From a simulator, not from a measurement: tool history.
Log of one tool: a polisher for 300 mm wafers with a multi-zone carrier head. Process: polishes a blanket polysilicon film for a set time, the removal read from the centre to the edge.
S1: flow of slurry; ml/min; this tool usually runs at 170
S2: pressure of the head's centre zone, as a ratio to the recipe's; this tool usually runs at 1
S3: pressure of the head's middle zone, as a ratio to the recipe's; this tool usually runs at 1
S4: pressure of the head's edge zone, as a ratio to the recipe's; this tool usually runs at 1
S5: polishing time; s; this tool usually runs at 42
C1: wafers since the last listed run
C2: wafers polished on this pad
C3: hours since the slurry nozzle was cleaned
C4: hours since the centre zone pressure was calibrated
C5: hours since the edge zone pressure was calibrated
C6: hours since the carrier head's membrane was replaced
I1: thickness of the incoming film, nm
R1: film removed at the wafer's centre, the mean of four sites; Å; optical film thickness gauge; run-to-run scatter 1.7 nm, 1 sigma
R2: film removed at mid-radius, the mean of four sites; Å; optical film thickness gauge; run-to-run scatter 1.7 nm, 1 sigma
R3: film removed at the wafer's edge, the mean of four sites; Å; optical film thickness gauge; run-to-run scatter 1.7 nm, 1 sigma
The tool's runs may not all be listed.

{"run": 1, "hour": 0.0, "S1": 170, "S2": 1, "S3": 1, "S4": 1, "S5": 42, "C1": 0, "C2": 1170, "C3": 655.6, "C4": 157.1, "C5": 8.3, "C6": 118.7, "I1": 931.6, "R1": 2446, "R2": 2374, "R3": 2485}
{"run": 2, "hour": 35.7, "S1": 170, "S2": 1, "S3": 1.1, "S4": 1, "S5": 36, "C1": 333, "C2": 1503, "C3": 691.3, "C4": 192.8, "C5": 44, "C6": 154.4, "I1": 901.8, "R1": 2094, "R2": 2210, "R3": 2108}
{"hour": 37.5, "done": "slurry nozzle cleaned"}
{"run": 3, "hour": 129.1, "S1": 170, "S2": 0.93, "S3": 1, "S4": 1.06, "S5": 42, "C1": 862, "C2": 2366, "C3": 91.6, "C4": 286.2, "C5": 137.4, "C6": 247.8, "I1": 912.5, "R1": 2314, "R2": 2452, "R3": 2600}
{"run": 4, "hour": 144.3, "S1": 130, "S2": 1, "S3": 1, "S4": 1, "S5": 42, "C1": 141, "C2": 2508, "C3": 106.8, "C4": 301.4, "C5": 152.6, "C6": 263, "I1": 899.6, "R1": 2324, "R2": 2304, "R3": 2387}
{"hour": 157.4, "done": "worn pad replaced by a new one"}
{"run": 5, "hour": 176.9, "S1": 205, "S2": 1.07, "S3": 1, "S4": 0.91, "S5": 31, "C1": 267, "C2": 182, "C3": 139.4, "C4": 334, "C5": 185.2, "C6": 295.6, "I1": 906, "R1": 2055, "R2": 1857, "R3": 1803}
{"run": 6, "hour": 203.0, "S1": 170, "S2": 1, "S3": 1, "S4": 1, "S5": 42, "C1": 243, "C2": 425, "C3": 165.5, "C4": 360.1, "C5": 211.3, "C6": 321.7, "I1": 913.8, "R1": 2498, "R2": 2455, "R3": 2473}
{"run": 7, "hour": 217.7, "S1": 150, "S2": 1.05, "S3": 1, "S4": 1.06, "S5": 55, "C1": 137, "C2": 563, "C3": 180.2, "C4": 374.8, "C5": 226, "C6": 336.4, "I1": 912.4, "R1": 3322, "R2": 3147, "R3": 3274}
{"run": 8, "hour": 244.3, "S1": 170, "S2": 1, "S3": 1, "S4": 1, "S5": 36, "C1": 248, "C2": 811, "C3": 206.8, "C4": 401.4, "C5": 252.6, "C6": 363, "I1": 924.7, "R1": 2097, "R2": 2103, "R3": 2134}
{"run": 9, "hour": 271.8, "S1": 170, "S2": 1, "S3": 1, "S4": 1, "S5": 42, "C1": 256, "C2": 1068, "C3": 234.3, "C4": 428.9, "C5": 280.1, "C6": 390.5, "I1": 901.9, "R1": 2475, "R2": 2421, "R3": 2501}
{"run": 10, "hour": 292.7, "S1": 170, "S2": 0.89, "S3": 1.11, "S4": 1.11, "S5": 51, "C1": 195, "C2": 1263, "C3": 255.2, "C4": 449.8, "C5": 301, "C6": 411.4, "I1": 912.9, "R1": 2685, "R2": 3192, "R3": 3176}
{"run": 11, "hour": 328.1, "S1": 140, "S2": 1, "S3": 1, "S4": 0.89, "S5": 29, "C1": 330, "C2": 1594, "C3": 290.6, "C4": 485.2, "C5": 336.4, "C6": 446.8, "I1": 915.7, "R1": 1611, "R2": 1583, "R3": 1567}
{"run": 12, "hour": 350.1, "S1": 170, "S2": 1, "S3": 1, "S4": 1, "S5": 42, "C1": 205, "C2": 1799, "C3": 312.6, "C4": 507.2, "C5": 358.4, "C6": 468.8, "I1": 916.3, "R1": 2469, "R2": 2411, "R3": 2476}
{"run": 13, "hour": 378.8, "S1": 125, "S2": 1.11, "S3": 1, "S4": 1, "S5": 42, "C1": 267, "C2": 2067, "C3": 341.3, "C4": 535.9, "C5": 387.1, "C6": 497.5, "I1": 904.7, "R1": 2486, "R2": 2210, "R3": 2351}
{"run": 14, "hour": 392.5, "S1": 155, "S2": 1, "S3": 1, "S4": 1, "S5": 28, "C1": 127, "C2": 2195, "C3": 355, "C4": 549.6, "C5": 400.8, "C6": 511.2, "I1": 907.7, "R1": 1623, "R2": 1576, "R3": 1637}
{"hour": 406.0, "done": "worn pad replaced by a new one"}
{"run": 15, "hour": 416.0, "S1": 170, "S2": 1.04, "S3": 1, "S4": 1, "S5": 42, "C1": 182, "C2": 93, "C3": 378.5, "C4": 573.1, "C5": 424.3, "C6": 534.7, "I1": 919.4, "R1": 2538, "R2": 2455, "R3": 2473}
{"run": 16, "hour": 447.7, "S1": 170, "S2": 1, "S3": 1, "S4": 1, "S5": 42, "C1": 296, "C2": 389, "C3": 410.2, "C4": 604.8, "C5": 456, "C6": 566.4, "I1": 913.7, "R1": 2452, "R2": 2420, "R3": 2485}
{"run": 17, "hour": 461.1, "S1": 170, "S2": 1, "S3": 1, "S4": 0.94, "S5": 42, "C1": 125, "C2": 514, "C3": 423.6, "C4": 618.2, "C5": 469.4, "C6": 579.8, "I1": 914.7, "R1": 2451, "R2": 2388, "R3": 2416}

The next listed run, before its measurement:
{"run": 18, "hour": 492.1, "S1": 170, "S2": 1.12, "S3": 1, "S4": 0.9, "S5": 42, "C1": 289, "C2": 803, "C3": 454.6, "C4": 649.2, "C5": 500.4, "C6": 610.8, "I1": 919.6, "R1": "?", "R2": "?", "R3": "?"}

R1: 2740 Å
R2: 2413 Å
R3: 2364 Å
Had the tool carried no hidden state, the very same run would have given R1 2816 Å, R2 2472 Å, R3 2406 Å.

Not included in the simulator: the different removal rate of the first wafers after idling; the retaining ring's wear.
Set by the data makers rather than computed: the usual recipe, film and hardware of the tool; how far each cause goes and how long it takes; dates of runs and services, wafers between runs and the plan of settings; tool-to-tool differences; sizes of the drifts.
